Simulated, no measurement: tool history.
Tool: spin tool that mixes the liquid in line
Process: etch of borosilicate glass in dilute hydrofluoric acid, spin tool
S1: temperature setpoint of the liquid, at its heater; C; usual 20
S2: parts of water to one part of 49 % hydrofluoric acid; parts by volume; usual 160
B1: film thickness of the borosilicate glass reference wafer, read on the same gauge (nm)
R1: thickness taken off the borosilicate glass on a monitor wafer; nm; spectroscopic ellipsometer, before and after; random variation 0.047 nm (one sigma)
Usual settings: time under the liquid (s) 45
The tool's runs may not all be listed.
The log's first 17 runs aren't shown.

Run 18, hour 409.5: usual settings; B1 115.66. Result: R1 6.75 nm.
Run 19, hour 438.8: usual settings but S2 95 parts by volume; B1 115.9. Result: R1 12.22 nm.
Run 20, hour 471.3: usual settings but S2 130 parts by volume, time under the liquid (s) 25; B1 116.2. Result: R1 4.8 nm.
Run 21, hour 502.9: usual settings; B1 116.48. Result: R1 6.81 nm.
Run 22, hour 525.7: usual settings but S1 24.5 C, S2 85 parts by volume, time under the liquid (s) 30; B1 116.71. Result: R1 11.14 nm.
At hour 541.3: gauge calibrated.
Run 23, hour 561.6: usual settings but S1 21 C, time under the liquid (s) 50; B1 111.02. Result: R1 7.57 nm.
Run 24, hour 606.3: usual settings but S2 95 parts by volume; B1 111.05. Result: R1 11.82 nm.
Run 25, hour 642.3: usual settings but S1 24 C; B1 111.07. Result: R1 7.68 nm.
Run 26, hour 656.4: usual settings but S1 21 C, time under the liquid (s) 50; B1 111.1. Result: R1 7.54 nm.
Run 27, hour 671.3: usual settings but S2 125 parts by volume, time under the liquid (s) 60; B1 111.11. Result: R1 11.45 nm.
Run 28, hour 702.1: usual settings but S1 17.5 C, S2 135 parts by volume; B1 111.13. Result: R1 7.12 nm.
Run 29, hour 736.9: usual settings but S1 24 C, S2 220 parts by volume, time under the liquid (s) 70; B1 111.16. Result: R1 8.04 nm.
Run 30, hour 749.4: usual settings but S1 18.5 C, time under the liquid (s) 65; B1 111.19. Result: R1 8.85 nm.
Run 31, hour 783.6: usual settings but S1 24 C, S2 135 parts by volume, time under the liquid (s) 25; B1 111.26. Result: R1 5.25 nm.
Run 32, hour 809.8: usual settings but S2 115 parts by volume, time under the liquid (s) 55; B1 111.32. Result: R1 11.62 nm.
Run 33, hour 823.7: usual settings but time under the liquid (s) 35; B1 111.32. Result: R1 5.12 nm.

4 ways to go on from here, each from the tool as it stands after run 33. What would each give?
Run A, hour 824.1: usual settings; B1 ?. Result: R1 ?.
Run B, hour 824.1: usual settings but S1 22 C, S2 240 parts by volume, time under the liquid (s) 65; B1 ?. Result: R1 ?.
Run C, hour 824.1: usual settings but time under the liquid (s) 30; B1 ?. Result: R1 ?.
Run D, hour 824.1: usual settings but S2 80 parts by volume; B1 ?. Result: R1 ?.

run      B1     R1
  A  111.34   6.54
  B  111.34   6.27
  C  111.34   4.36
  D  111.34  14.27
Without the tool's hidden state the same runs would have given:
run    R1
  A  6.46
  B   6.2
  C  4.31
  D  14.1
